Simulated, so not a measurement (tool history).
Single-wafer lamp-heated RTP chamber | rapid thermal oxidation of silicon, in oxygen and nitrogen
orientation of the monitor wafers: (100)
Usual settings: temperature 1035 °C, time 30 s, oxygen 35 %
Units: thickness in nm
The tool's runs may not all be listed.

run	hour	temperature	time	oxygen	wafers since the last listed run	wafers since the last pyrometer calibration	hours since the oxygen flow controller was replaced	hours since the gauge calibration	read-back reference wafer on the same gauge, thickness	thickness
1	0	1035	30	35	0	5922	6714.5	25.8	5.335	4.717
2	29.5	1035	30	35	372	6295	6744	55.3	5.339	4.718
3	46.1	1035	30	35	209	6504	6760.6	71.9	5.34	4.707
4	65.6	1035	30	35	246	6751	6780.1	91.4	5.339	4.753
5	93.5	1035	30	35	352	7104	6808	119.3	5.343	4.748
6	113	1035	30	35	246	7350	6827.5	138.8	5.338	4.762
7	136.1	1035	30	35	292	7642	6850.6	161.9	5.337	4.771
8	168.1	1035	30	17	404	8047	6882.6	193.9	5.336	3.831
# hour 193.1: oxygen flow controller replaced
9	193.6	1035	30	35	221	8268	0.5	219.4	5.341	4.798
# hour 213.6: gauge calibrated
# hour 217.4: pyrometer window cleaned and pyrometer calibrated
10	217.9	1059	40	53	206	6	24.8	4.3	5.337	6.84
11	261.4	1035	19	35	549	556	68.3	47.8	5.339	3.83
12	275.5	1058	20	35	178	734	82.4	61.9	5.34	4.486
13	303	1046	26	49	347	1082	109.9	89.4	5.343	5.134
14	322	1045	24	17	240	1322	128.9	108.4	5.336	3.614
15	348.5	1015	30	17	335	1657	155.4	134.9	5.347	3.357
16	383.5	1045	24	17	442	2100	190.4	169.9	5.34	3.649

Forecast each of these 4 alternatives for the next run:
A	383.9	1035	30	35	5	2105	190.8	170.3	?	?
B	383.9	1035	45	35	5	2105	190.8	170.3	?	?
C	383.9	1047	41	17	5	2105	190.8	170.3	?	?
D	383.9	1035	30	27	5	2105	190.8	170.3	?	?

run	read-back reference wafer on the same gauge, thickness	thickness
A	5.336	4.584
B	5.336	5.4
C	5.336	4.459
D	5.336	4.235
Without the tool's hidden state the same runs would have given:
run	thickness
A	4.512
B	5.31
C	4.393
D	4.172
